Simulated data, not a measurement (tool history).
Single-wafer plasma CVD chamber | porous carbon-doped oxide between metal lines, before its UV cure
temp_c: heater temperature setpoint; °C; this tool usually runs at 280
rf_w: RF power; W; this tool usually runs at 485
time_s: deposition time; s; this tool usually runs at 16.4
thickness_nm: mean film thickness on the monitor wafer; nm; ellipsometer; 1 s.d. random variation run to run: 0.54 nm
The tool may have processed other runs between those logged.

| run | hour | temp_c | rf_w | time_s | read-back reference wafer on the same gauge, thickness_nm | thickness_nm |
|---|---|---|---|---|---|---|
| 1 | 0 | 280 | 485 | 16.4 | 79.431 | 98.403 |
| 2 | 81.8 | 280 | 485 | 16.4 | 79.59 | 97.804 |
| 3 | 162.1 | 280 | 485 | 16.4 | 79.91 | 97.674 |
| 4 | 235.9 | 280 | 485 | 16.4 | 80.125 | 97.781 |
| 5 | 281.3 | 280 | 485 | 16.4 | 80.253 | 98.289 |
| 6 | 317.7 | 280 | 485 | 16.4 | 80.364 | 98.307 |
| 7 | 404.8 | 280 | 485 | 16.4 | 80.692 | 99.7 |
| 8 | 446.5 | 280 | 485 | 16.4 | 80.756 | 99.634 |
| 9 | 494.3 | 280 | 485 | 16.4 | 80.832 | 99.132 |
| 10 | 566.9 | 285 | 485 | 19 | 78.328 | 107.612 |
| 11 | 623.7 | 266 | 445 | 16.4 | 78.629 | 97.962 |
| 12 | 675.8 | 280 | 485 | 16.4 | 78.754 | 95.75 |
| 13 | 785.4 | 280 | 485 | 14.9 | 79.116 | 89.546 |
| 14 | 847.4 | 270 | 555 | 13.7 | 79.285 | 94.515 |
| 15 | 913.3 | 280 | 550 | 18.4 | 79.564 | 119.589 |
| 16 | 1016.9 | 280 | 485 | 16.4 | 79.733 | 98.096 |
| 17 | 1090.9 | 269 | 425 | 15.1 | 79.907 | 86.88 |
| 18 | 1165.7 | 271 | 425 | 19.5 | 80.146 | 110.344 |
| 19 | 1251.9 | 269 | 425 | 15.1 | 80.482 | 87.759 |

The log once held 4 entries between its listed runs, left out of this copy. Where does each go, and what is different about the tool's unlogged condition between the listed run before it and the listed run after it?
From run 9 to run 10: gauge calibrated (hour 549.1)
  gauge reads high (%): 4.14 -> 0.863
  measured minus no-state result, thickness_nm: +3.939 -> +0.92 nm
From run 11 to run 12: thermocouple changed; heater temperature recalibrated (hour 675.3)
  gauge reads high (%): 1.09 -> 1.3
  measured minus no-state result, thickness_nm: +1.056 -> +1.227 nm
From run 13 to run 14: showerhead replaced (hour 837.6)
  gauge reads high (%): 1.74 -> 1.98
  measured minus no-state result, thickness_nm: +1.529 -> +1.84 nm
From run 15 to run 16: RF generator calibrated (hour 959.4)
  gauge reads high (%): 2.25 -> 2.66
  measured minus no-state result, thickness_nm: +2.629 -> +2.544 nm
